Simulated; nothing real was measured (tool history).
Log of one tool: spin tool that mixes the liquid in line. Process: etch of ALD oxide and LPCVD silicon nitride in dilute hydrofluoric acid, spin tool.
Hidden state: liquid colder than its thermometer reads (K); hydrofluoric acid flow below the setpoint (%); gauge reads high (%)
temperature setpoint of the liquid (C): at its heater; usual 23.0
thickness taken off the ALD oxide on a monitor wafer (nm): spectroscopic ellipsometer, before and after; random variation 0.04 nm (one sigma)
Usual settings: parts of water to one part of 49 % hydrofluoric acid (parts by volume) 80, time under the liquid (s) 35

run,hour,temperature setpoint of the liquid (C),parts of water to one part of 49 % hydrofluoric acid (parts by volume),time under the liquid (s),wafers since the last listed run,hours since the thermometer was replaced,hours since the hydrofluoric acid flow meter was replaced,hours since the gauge calibration,"read-back film thickness of the ALD oxide reference wafer, read on the same gauge (nm)",thickness taken off the ALD oxide on a monitor wafer (nm)
1,0.0,23.0,80,20,0,2149.0,247.4,1905.8,60.01,6.24
# hour 98.0: thermometer replaced
2,230.1,23.0,80,35,3993,132.1,477.5,2135.9,59.98,10.81
3,303.1,20.5,80,35,1272,205.1,550.5,2208.9,60.03,9.85
4,401.8,20.5,80,35,1720,303.8,649.2,2307.6,60.00,9.72
5,448.9,20.5,80,35,820,350.9,696.3,2354.7,60.01,9.70
6,493.4,23.0,90,35,775,395.4,740.8,2399.2,60.01,9.47
7,576.0,23.0,90,35,1439,478.0,823.4,2481.8,59.99,9.47
8,642.9,23.0,80,35,1166,544.9,890.3,2548.7,60.03,10.74
9,702.0,28.0,115,40,1030,604.0,949.4,2607.8,59.98,9.91
10,799.6,25.0,55,35,1701,701.6,1047.0,2705.4,60.04,17.47
11,844.3,23.0,45,35,779,746.3,1091.7,2750.1,59.98,19.84
12,921.4,25.0,40,35,1343,823.4,1168.8,2827.2,60.00,24.43
13,977.7,23.0,80,35,981,879.7,1225.1,2883.5,60.00,10.67
14,1069.3,24.5,40,55,1596,971.3,1316.7,2975.1,60.05,37.52
15,1133.5,24.5,70,45,1118,1035.5,1380.9,3039.3,60.00,16.66
16,1200.6,23.0,80,25,1169,1102.6,1448.0,3106.4,60.01,7.56
17,1245.8,26.5,50,40,787,1147.8,1493.2,3151.6,59.99,23.17
# hour 1247.4: gauge calibrated
18,1342.0,23.0,80,35,1676,1244.0,1589.4,94.6,59.99,10.54
# hour 1375.1: hydrofluoric acid flow meter replaced
19,1436.7,25.0,50,30,1633,1338.7,61.6,189.3,59.96,17.03
20,1517.6,27.5,80,25,1410,1419.6,142.5,270.2,59.97,9.35
21,1587.3,23.0,100,50,1214,1489.3,212.2,339.9,60.01,12.22
22,1687.3,23.0,80,35,1742,1589.3,312.2,439.9,60.01,10.85
23,1795.2,26.5,50,40,1880,1697.2,420.1,547.8,59.98,23.88
24,1894.1,25.0,80,45,1723,1796.1,519.0,646.7,60.00,15.21
25,1998.3,23.0,80,35,1816,1900.3,623.2,750.9,60.00,10.89
26,2037.6,23.0,80,35,684,1939.6,662.5,790.2,60.02,10.81
27,2131.9,27.0,80,35,1643,2033.9,756.8,884.5,60.02,12.70

3 ways to go on from here, each from the tool as it stands after run 27. What would each give?
A,2132.3,23.0,80,35,6,2034.3,757.2,884.9,?,?
B,2132.3,26.5,80,35,6,2034.3,757.2,884.9,?,?
C,2132.3,27.0,120,20,6,2034.3,757.2,884.9,?,?

run,"read-back film thickness of the ALD oxide reference wafer, read on the same gauge (nm)",thickness taken off the ALD oxide on a monitor wafer (nm)
A,60.03,10.76
B,60.03,12.38
C,60.03,4.56
Without the tool's hidden state the same runs would have given:
run,thickness taken off the ALD oxide on a monitor wafer (nm)
A,11.00
B,12.65
C,4.66
